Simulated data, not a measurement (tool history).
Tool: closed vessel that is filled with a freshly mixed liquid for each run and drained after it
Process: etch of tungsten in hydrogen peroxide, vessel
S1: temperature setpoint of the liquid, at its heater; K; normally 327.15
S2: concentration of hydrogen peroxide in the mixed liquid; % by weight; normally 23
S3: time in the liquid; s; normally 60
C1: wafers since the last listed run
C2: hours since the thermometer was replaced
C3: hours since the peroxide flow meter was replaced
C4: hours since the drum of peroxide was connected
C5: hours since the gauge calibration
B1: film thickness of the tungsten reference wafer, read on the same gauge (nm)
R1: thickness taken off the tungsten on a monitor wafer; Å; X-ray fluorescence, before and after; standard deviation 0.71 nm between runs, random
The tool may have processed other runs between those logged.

run 1 hour=0 | S1=327.15 S2=23 S3=70 | C1=0 C2=925.3 C3=1324.3 C4=70.4 C5=1092.3 | B1=29.97 | R1=1654.9
run 2 hour=35.6 | S1=327.15 S2=23 S3=70 | C1=3144 C2=960.9 C3=1359.9 C4=106 C5=1127.9 | B1=29.99 | R1=1656.5
-- hour=71.8 gauge calibrated
run 3 hour=97.2 | S1=327.15 S2=23 S3=60 | C1=5441 C2=1022.5 C3=1421.5 C4=167.6 C5=25.4 | B1=30 | R1=1421.1
run 4 hour=136.8 | S1=327.15 S2=23 S3=60 | C1=3497 C2=1062.1 C3=1461.1 C4=207.2 C5=65 | B1=29.98 | R1=1439.9
run 5 hour=163.1 | S1=327.15 S2=23 S3=60 | C1=2323 C2=1088.4 C3=1487.4 C4=233.5 C5=91.3 | B1=29.99 | R1=1419.1
run 6 hour=217 | S1=327.15 S2=23 S3=60 | C1=4761 C2=1142.3 C3=1541.3 C4=287.4 C5=145.2 | B1=30.01 | R1=1445.5
-- hour=259.6 new drum of peroxide connected
run 7 hour=264.3 | S1=327.15 S2=18 S3=60 | C1=4089 C2=1189.6 C3=1588.6 C4=4.7 C5=192.5 | B1=30.03 | R1=1264.7
run 8 hour=304.3 | S1=327.15 S2=18 S3=60 | C1=3533 C2=1229.6 C3=1628.6 C4=44.7 C5=232.5 | B1=29.98 | R1=1260.9
run 9 hour=354.5 | S1=333.15 S2=23 S3=60 | C1=4434 C2=1279.8 C3=1678.8 C4=94.9 C5=282.7 | B1=30 | R1=2038.1
run 10 hour=408.5 | S1=333.15 S2=23 S3=60 | C1=4769 C2=1333.8 C3=1732.8 C4=148.9 C5=336.7 | B1=29.99 | R1=2048.8
run 11 hour=439.6 | S1=333.15 S2=23 S3=60 | C1=2747 C2=1364.9 C3=1763.9 C4=180 C5=367.8 | B1=30 | R1=2047
run 12 hour=466.9 | S1=327.15 S2=17.5 S3=60 | C1=2411 C2=1392.2 C3=1791.2 C4=207.3 C5=395.1 | B1=30 | R1=1253.4
run 13 hour=607.8 | S1=327.15 S2=17.5 S3=60 | C1=12445 C2=1533.1 C3=1932.1 C4=348.2 C5=536 | B1=30 | R1=1256.3
-- hour=613.7 new drum of peroxide connected
run 14 hour=675.5 | S1=319.65 S2=20.5 S3=40 | C1=5891 C2=1600.8 C3=1999.8 C4=61.8 C5=603.7 | B1=30.01 | R1=575.5
run 15 hour=721.1 | S1=320.15 S2=16.5 S3=35 | C1=4027 C2=1646.4 C3=2045.4 C4=107.4 C5=649.3 | B1=30.02 | R1=470.5
run 16 hour=752.1 | S1=327.15 S2=23 S3=60 | C1=2738 C2=1677.4 C3=2076.4 C4=138.4 C5=680.3 | B1=29.97 | R1=1437.3
run 17 hour=816 | S1=318.65 S2=27 S3=75 | C1=5644 C2=1741.3 C3=2140.3 C4=202.3 C5=744.2 | B1=30 | R1=1170.9
-- hour=839.6 thermometer replaced
run 18 hour=875.9 | S1=327.15 S2=23 S3=60 | C1=5202 C2=36.3 C3=2200.2 C4=262.2 C5=804.1 | B1=29.99 | R1=1460
run 19 hour=907.7 | S1=327.15 S2=25 S3=60 | C1=2808 C2=68.1 C3=2232 C4=294 C5=835.9 | B1=30.03 | R1=1511.5
-- hour=913.5 peroxide flow meter replaced
run 20 hour=959.7 | S1=327.15 S2=23 S3=90 | C1=4504 C2=120.1 C3=46.2 C4=346 C5=887.9 | B1=30.01 | R1=2064.1
-- hour=1014.1 new drum of peroxide connected
-- hour=1083.5 gauge calibrated
run 21 hour=1162.8 | S1=327.15 S2=23 S3=90 | C1=17851 C2=323.2 C3=249.3 C4=148.7 C5=79.3 | B1=29.99 | R1=2076.8

Predict the results of run 22:
run 22 hour=1232 | S1=321.15 S2=26.5 S3=50 | C1=6112 C2=392.4 C3=318.5 C4=217.9 C5=148.5 | B1=? | R1=?

{"run 22": {"B1": 30.01, "R1": 866.4}}
Minus the tool's unlogged condition, the same run would have read R1 855 Å.
